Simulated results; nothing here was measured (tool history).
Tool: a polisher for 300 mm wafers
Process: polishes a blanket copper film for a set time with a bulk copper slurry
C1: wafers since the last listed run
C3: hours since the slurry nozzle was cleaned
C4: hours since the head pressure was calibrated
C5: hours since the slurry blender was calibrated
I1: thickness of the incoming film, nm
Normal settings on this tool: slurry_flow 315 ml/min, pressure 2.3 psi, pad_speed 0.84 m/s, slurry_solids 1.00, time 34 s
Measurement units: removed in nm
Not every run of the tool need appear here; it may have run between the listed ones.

run 1 hour=0.0 | slurry_flow=315 pressure=2.3 pad_speed=0.66 slurry_solids=1.00 time=34 | C1=0 wafers_polished_on_this_pad=61 C3=210.3 C4=1148.9 C5=136.0 | I1=2475.9 | removed=129.3
run 2 hour=7.7 | slurry_flow=315 pressure=2.3 pad_speed=0.84 slurry_solids=1.00 time=34 | C1=94 wafers_polished_on_this_pad=155 C3=218.0 C4=1156.6 C5=143.7 | I1=2540.6 | removed=165.8
-- hour=16.4 slurry nozzle cleaned
run 3 hour=21.6 | slurry_flow=315 pressure=2.3 pad_speed=0.84 slurry_solids=1.00 time=34 | C1=157 wafers_polished_on_this_pad=313 C3=5.2 C4=1170.5 C5=157.6 | I1=2514.4 | removed=169.4
run 4 hour=32.5 | slurry_flow=315 pressure=2.3 pad_speed=0.84 slurry_solids=1.00 time=34 | C1=133 wafers_polished_on_this_pad=446 C3=16.1 C4=1181.4 C5=168.5 | I1=2551.1 | removed=168.7
-- hour=46.0 head pressure recalibrated
run 5 hour=46.5 | slurry_flow=315 pressure=2.3 pad_speed=0.84 slurry_solids=1.00 time=34 | C1=146 wafers_polished_on_this_pad=593 C3=30.1 C4=0.5 C5=182.5 | I1=2523.6 | removed=167.9
run 6 hour=55.3 | slurry_flow=275 pressure=2.3 pad_speed=0.72 slurry_solids=1.00 time=34 | C1=107 wafers_polished_on_this_pad=701 C3=38.9 C4=9.3 C5=191.3 | I1=2542.6 | removed=141.8
run 7 hour=65.3 | slurry_flow=315 pressure=2.3 pad_speed=0.84 slurry_solids=1.00 time=29 | C1=122 wafers_polished_on_this_pad=823 C3=48.9 C4=19.3 C5=201.3 | I1=2503.4 | removed=141.6
run 8 hour=79.8 | slurry_flow=315 pressure=2.3 pad_speed=0.84 slurry_solids=1.00 time=34 | C1=177 wafers_polished_on_this_pad=1001 C3=63.4 C4=33.8 C5=215.8 | I1=2518.1 | removed=162.8
run 9 hour=89.5 | slurry_flow=240 pressure=2.0 pad_speed=0.84 slurry_solids=1.20 time=34 | C1=118 wafers_polished_on_this_pad=1120 C3=73.1 C4=43.5 C5=225.5 | I1=2520.5 | removed=147.2
run 10 hour=97.1 | slurry_flow=315 pressure=2.6 pad_speed=0.84 slurry_solids=1.00 time=46 | C1=93 wafers_polished_on_this_pad=1213 C3=80.7 C4=51.1 C5=233.1 | I1=2541.5 | removed=242.8
run 11 hour=112.8 | slurry_flow=315 pressure=2.3 pad_speed=0.84 slurry_solids=1.00 time=34 | C1=192 wafers_polished_on_this_pad=1405 C3=96.4 C4=66.8 C5=248.8 | I1=2554.5 | removed=158.7
-- hour=128.4 worn pad replaced by a new one
run 12 hour=130.7 | slurry_flow=315 pressure=2.3 pad_speed=0.84 slurry_solids=1.00 time=34 | C1=170 wafers_polished_on_this_pad=28 C3=114.3 C4=84.7 C5=266.7 | I1=2534.1 | removed=171.4
run 13 hour=145.9 | slurry_flow=315 pressure=2.3 pad_speed=0.84 slurry_solids=0.80 time=34 | C1=186 wafers_polished_on_this_pad=214 C3=129.5 C4=99.9 C5=281.9 | I1=2483.3 | removed=157.6
run 14 hour=157.7 | slurry_flow=230 pressure=1.7 pad_speed=0.84 slurry_solids=1.00 time=34 | C1=144 wafers_polished_on_this_pad=358 C3=141.3 C4=111.7 C5=293.7 | I1=2525.5 | removed=125.8
run 15 hour=167.1 | slurry_flow=315 pressure=2.3 pad_speed=0.84 slurry_solids=0.80 time=24 | C1=115 wafers_polished_on_this_pad=473 C3=150.7 C4=121.1 C5=303.1 | I1=2550.9 | removed=108.5
run 16 hour=174.3 | slurry_flow=315 pressure=2.3 pad_speed=0.84 slurry_solids=0.85 time=28 | C1=88 wafers_polished_on_this_pad=562 C3=157.9 C4=128.3 C5=310.3 | I1=2566.3 | removed=128.8
run 17 hour=187.9 | slurry_flow=315 pressure=2.3 pad_speed=0.96 slurry_solids=1.00 time=29 | C1=166 wafers_polished_on_this_pad=728 C3=171.5 C4=141.9 C5=323.9 | I1=2506.7 | removed=160.6
-- hour=198.8 slurry blender recalibrated
run 18 hour=205.0 | slurry_flow=315 pressure=2.3 pad_speed=0.84 slurry_solids=1.00 time=34 | C1=184 wafers_polished_on_this_pad=913 C3=188.6 C4=159.0 C5=6.2 | I1=2519.5 | removed=161.6
run 19 hour=220.5 | slurry_flow=315 pressure=2.3 pad_speed=0.84 slurry_solids=1.00 time=34 | C1=189 wafers_polished_on_this_pad=1103 C3=204.1 C4=174.5 C5=21.7 | I1=2532.4 | removed=159.1
-- hour=234.5 slurry nozzle cleaned
run 20 hour=235.1 | slurry_flow=220 pressure=2.0 pad_speed=0.84 slurry_solids=1.25 time=41 | C1=166 wafers_polished_on_this_pad=1269 C3=0.6 C4=189.1 C5=36.3 | I1=2540.3 | removed=179.6
-- hour=240.3 worn pad replaced by a new one
run 21 hour=242.0 | slurry_flow=315 pressure=2.3 pad_speed=0.84 slurry_solids=1.00 time=34 | C1=35 wafers_polished_on_this_pad=20 C3=7.5 C4=196.0 C5=43.2 | I1=2534.8 | removed=173.9
run 22 hour=281.0 | slurry_flow=315 pressure=2.3 pad_speed=0.84 slurry_solids=1.00 time=34 | C1=477 wafers_polished_on_this_pad=498 C3=46.5 C4=235.0 C5=82.2 | I1=2562.3 | removed=167.9
run 23 hour=298.2 | slurry_flow=265 pressure=2.3 pad_speed=0.84 slurry_solids=1.10 time=34 | C1=210 wafers_polished_on_this_pad=708 C3=63.7 C4=252.2 C5=99.4 | I1=2539.5 | removed=168.4
run 24 hour=314.9 | slurry_flow=355 pressure=1.7 pad_speed=1.10 slurry_solids=1.00 time=44 | C1=204 wafers_polished_on_this_pad=913 C3=80.4 C4=268.9 C5=116.1 | I1=2526.1 | removed=219.3
run 25 hour=326.1 | slurry_flow=315 pressure=2.3 pad_speed=0.68 slurry_solids=1.25 time=34 | C1=137 wafers_polished_on_this_pad=1050 C3=91.6 C4=280.1 C5=127.3 | I1=2481.7 | removed=142.6
run 26 hour=337.1 | slurry_flow=315 pressure=2.1 pad_speed=0.62 slurry_solids=1.00 time=34 | C1=134 wafers_polished_on_this_pad=1184 C3=102.6 C4=291.1 C5=138.3 | I1=2556.4 | removed=110.2
run 27 hour=348.0 | slurry_flow=315 pressure=2.3 pad_speed=0.84 slurry_solids=1.00 time=34 | C1=133 wafers_polished_on_this_pad=1318 C3=113.5 C4=302.0 C5=149.2 | I1=2549.2 | removed=159.0
-- hour=352.3 worn pad replaced by a new one
run 28 hour=354.1 | slurry_flow=395 pressure=3.1 pad_speed=1.02 slurry_solids=0.80 time=34 | C1=25 wafers_polished_on_this_pad=21 C3=119.6 C4=308.1 C5=155.3 | I1=2558.9 | removed=255.7
run 29 hour=371.6 | slurry_flow=315 pressure=2.3 pad_speed=0.84 slurry_solids=1.00 time=34 | C1=214 wafers_polished_on_this_pad=236 C3=137.1 C4=325.6 C5=172.8 | I1=2501.3 | removed=171.6

Consider 5 possible next runs. They are alternatives, not a sequence: every one starts from the tool as it was left by run 29. What does each give?
run A hour=372.0 | slurry_flow=315 pressure=2.3 pad_speed=0.84 slurry_solids=1.00 time=34 | C1=4 wafers_polished_on_this_pad=241 C3=137.5 C4=326.0 C5=173.2 | I1=2532.3 | removed=?
run B hour=372.0 | slurry_flow=315 pressure=2.0 pad_speed=0.84 slurry_solids=1.00 time=27 | C1=4 wafers_polished_on_this_pad=241 C3=137.5 C4=326.0 C5=173.2 | I1=2532.3 | removed=?
run C hour=372.0 | slurry_flow=315 pressure=1.6 pad_speed=0.84 slurry_solids=1.10 time=34 | C1=4 wafers_polished_on_this_pad=241 C3=137.5 C4=326.0 C5=173.2 | I1=2532.3 | removed=?
run D hour=372.0 | slurry_flow=315 pressure=1.5 pad_speed=0.76 slurry_solids=0.90 time=29 | C1=4 wafers_polished_on_this_pad=241 C3=137.5 C4=326.0 C5=173.2 | I1=2532.3 | removed=?
run E hour=372.0 | slurry_flow=315 pressure=2.0 pad_speed=1.08 slurry_solids=1.00 time=24 | C1=4 wafers_polished_on_this_pad=241 C3=137.5 C4=326.0 C5=173.2 | I1=2532.3 | removed=?

run=A removed=169.5
run=B removed=119.3
run=C removed=128.8
run=D removed=87.6
run=E removed=136.3
Stripped of hidden state, with their random variation kept, the same runs would have yielded:
run=A removed=175.3
run=B removed=123.4
run=C removed=133.2
run=D removed=90.6
run=E removed=141.0

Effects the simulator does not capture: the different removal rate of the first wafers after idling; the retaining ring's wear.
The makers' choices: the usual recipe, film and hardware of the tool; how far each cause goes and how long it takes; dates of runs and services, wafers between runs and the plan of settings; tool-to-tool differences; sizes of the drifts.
